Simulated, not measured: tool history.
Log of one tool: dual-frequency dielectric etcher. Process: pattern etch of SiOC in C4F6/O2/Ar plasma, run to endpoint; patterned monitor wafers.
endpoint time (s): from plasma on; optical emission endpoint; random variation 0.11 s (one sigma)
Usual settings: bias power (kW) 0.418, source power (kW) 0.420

run	hour	bias power (kW)	source power (kW)	wafers since the last listed run	hours since the last wet clean	hours since the last bias power generator calibration	hours since the last source power generator calibration	hours since the last upper electrode change	incoming incoming film thickness, nm	endpoint time (s)
1	0.0	0.418	0.420	0	0.5	1982.2	2456.8	606.2	51.4	17.8
2	30.6	0.486	0.420	371	31.1	2012.8	2487.4	636.8	51.6	16.2
3	55.9	0.486	0.420	307	56.4	2038.1	2512.7	662.1	50.9	16.1
4	89.3	0.486	0.420	405	89.8	2071.5	2546.1	695.5	51.6	16.3
5	116.2	0.418	0.420	326	116.7	2098.4	2573.0	722.4	51.5	17.8
6	181.8	0.418	0.420	796	182.3	2164.0	2638.6	788.0	51.3	17.7
7	208.9	0.418	0.420	328	209.4	2191.1	2665.7	815.1	51.3	17.9
8	242.5	0.418	0.420	407	243.0	2224.7	2699.3	848.7	51.5	18.1
9	276.6	0.418	0.420	413	277.1	2258.8	2733.4	882.8	51.8	18.2
10	311.4	0.418	0.420	422	311.9	2293.6	2768.2	917.6	51.0	18.0
11	340.3	0.418	0.420	350	340.8	2322.5	2797.1	946.5	51.4	18.2
12	390.5	0.418	0.420	609	391.0	2372.7	2847.3	996.7	51.8	18.4
# hour 456.6: source power generator calibrated
13	459.7	0.418	0.460	791	460.2	2441.9	3.1	1065.9	50.9	17.2
14	622.4	0.502	0.390	1974	622.9	2604.6	165.8	1228.6	51.7	17.2
# hour 668.0: wet clean of the chamber
15	687.3	0.511	0.480	496	19.3	2669.5	230.7	1293.5	51.3	14.7
16	743.2	0.327	0.350	678	75.2	2725.4	286.6	1349.4	51.4	21.9
17	792.0	0.418	0.490	592	124.0	2774.2	335.4	1398.2	51.1	16.3
18	856.1	0.502	0.390	777	188.1	2838.3	399.5	1462.3	51.6	16.6
19	907.5	0.418	0.420	623	239.5	2889.7	450.9	1513.7	52.2	18.1
20	947.8	0.418	0.420	489	279.8	2930.0	491.2	1554.0	51.5	18.0
21	978.4	0.457	0.420	371	310.4	2960.6	521.8	1584.6	51.8	17.2
22	1042.7	0.391	0.420	780	374.7	3024.9	586.1	1648.9	50.9	18.4
23	1194.1	0.418	0.420	1837	526.1	3176.3	737.5	1800.3	51.8	18.3
24	1251.4	0.418	0.370	695	583.4	3233.6	794.8	1857.6	51.4	19.1
# hour 1270.2: bias power generator calibrated
25	1297.7	0.456	0.390	513	629.7	27.5	841.1	1903.9	51.5	18.1
# hour 1336.9: wet clean of the chamber
26	1337.4	0.377	0.420	190	0.5	67.2	880.8	1943.6	51.4	18.8
# hour 1381.5: upper electrode replaced
27	1388.1	0.418	0.470	324	51.2	117.9	931.5	6.6	51.4	16.7
28	1459.9	0.456	0.390	871	123.0	189.7	1003.3	78.4	51.3	17.3
29	1516.4	0.456	0.390	685	179.5	246.2	1059.8	134.9	51.5	17.4
30	1582.8	0.462	0.420	805	245.9	312.6	1126.2	201.3	51.4	16.8
31	1634.2	0.418	0.380	623	297.3	364.0	1177.6	252.7	51.8	18.9
32	1695.3	0.320	0.470	741	358.4	425.1	1238.7	313.8	51.0	19.9
33	1759.5	0.466	0.470	779	422.6	489.3	1302.9	378.0	51.7	16.2
34	1794.7	0.485	0.470	427	457.8	524.5	1338.1	413.2	51.4	15.9
35	1841.6	0.387	0.350	569	504.7	571.4	1385.0	460.1	51.5	20.6

Hidden state at the last listed run before each entry between runs and at the first one after, where it differs:
Between runs 12 and 13: source power generator calibrated (hour 456.6)
  etch rate over this chamber's usual, %: -2.65 -> -3.09
  measured less the result without the state, endpoint time (s): +0.5 -> +0.5
Between runs 14 and 15: wet clean of the chamber (hour 668.0)
  etch rate over this chamber's usual, %: -4.11 -> 0.467
  measured less the result without the state, endpoint time (s): +0.7 -> -0.1
Between runs 24 and 25: bias power generator calibrated (hour 1270.2)
  etch rate over this chamber's usual, %: -3.1 -> -3.39
  measured less the result without the state, endpoint time (s): +0.6 -> +0.6
Between runs 25 and 26: wet clean of the chamber (hour 1336.9)
  etch rate over this chamber's usual, %: -3.39 -> 0.155
  measured less the result without the state, endpoint time (s): +0.6 -> +0.0
Between runs 26 and 27: upper electrode replaced (hour 1381.5)
  etch rate over this chamber's usual, %: 0.155 -> -0.165
  measured less the result without the state, endpoint time (s): +0.0 -> +0.0

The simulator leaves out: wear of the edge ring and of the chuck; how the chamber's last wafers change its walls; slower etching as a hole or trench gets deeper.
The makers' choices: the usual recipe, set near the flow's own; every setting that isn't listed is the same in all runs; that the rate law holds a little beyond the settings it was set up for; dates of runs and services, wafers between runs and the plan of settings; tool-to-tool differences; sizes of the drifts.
